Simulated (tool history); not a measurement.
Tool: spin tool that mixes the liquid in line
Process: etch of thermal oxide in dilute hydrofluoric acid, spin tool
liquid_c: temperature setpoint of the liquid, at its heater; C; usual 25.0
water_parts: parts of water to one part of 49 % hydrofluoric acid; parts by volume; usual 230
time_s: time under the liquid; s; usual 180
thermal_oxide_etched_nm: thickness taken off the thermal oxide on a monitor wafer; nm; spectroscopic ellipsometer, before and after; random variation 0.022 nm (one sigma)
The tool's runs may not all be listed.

run,day,liquid_c,water_parts,time_s,wafers since the last listed run,hours since the thermometer was replaced,hours since the hydrofluoric acid flow meter was replaced,hours since the gauge calibration,"read-back film thickness of the thermal oxide reference wafer, read on the same gauge (nm)",thermal_oxide_etched_nm
1,0.000,25.0,230,180,0,607.4,1451.7,95.6,49.989,2.914
2,0.642,25.0,230,180,68,622.8,1467.1,111.0,49.994,2.866
3,2.062,25.0,230,180,152,656.9,1501.2,145.1,50.003,2.903
4,2.408,25.0,230,180,37,665.2,1509.5,153.4,50.000,2.875
5,3.392,25.0,230,180,105,688.8,1533.1,177.0,49.993,2.878
6,3.729,25.0,230,180,36,696.9,1541.2,185.1,49.998,2.872
7,4.012,25.0,310,205,30,703.7,1548.0,191.9,50.010,2.229
# day 4.204: hydrofluoric acid flow meter replaced
8,4.554,25.0,310,205,53,716.7,8.4,204.9,49.996,2.043
9,5.129,25.0,310,205,61,730.5,22.2,218.7,50.006,2.015
# day 5.771: thermometer replaced
10,5.829,25.0,310,205,70,1.4,39.0,235.5,50.002,2.008
# day 6.179: hydrofluoric acid flow meter replaced, repeated, since the last time left the tool worse
# day 7.233: gauge calibrated
11,7.783,30.0,190,180,205,48.3,38.5,13.2,50.004,4.854
12,8.388,25.0,230,180,64,62.8,53.0,27.7,50.012,3.234
13,8.762,25.0,230,180,40,71.8,62.0,36.7,50.008,3.163
14,9.162,25.0,195,180,42,81.4,71.6,46.3,49.993,3.901
15,9.429,21.5,160,120,28,87.8,78.0,52.7,49.997,2.900
16,10.054,21.0,230,100,67,102.8,93.0,67.7,50.003,1.534
17,10.308,28.0,165,70,27,108.9,99.1,73.8,50.002,2.080
18,10.842,28.5,230,230,57,121.7,111.9,86.6,49.976,4.652

Forecast each of these 5 alternatives for the next run:
A,10.862,25.0,145,180,2,122.2,112.4,87.1,?,?
B,10.862,28.5,295,265,2,122.2,112.4,87.1,?,?
C,10.862,21.0,315,180,2,122.2,112.4,87.1,?,?
D,10.862,23.5,230,260,2,122.2,112.4,87.1,?,?
E,10.862,26.5,340,180,2,122.2,112.4,87.1,?,?

run,"read-back film thickness of the thermal oxide reference wafer, read on the same gauge (nm)",thermal_oxide_etched_nm
A,50.001,5.587
B,50.001,3.862
C,50.001,1.863
D,50.001,4.379
E,50.001,2.034
Without the tool's hidden state the same runs would have given:
run,thermal_oxide_etched_nm
A,5.662
B,3.920
C,1.890
D,4.441
E,2.066
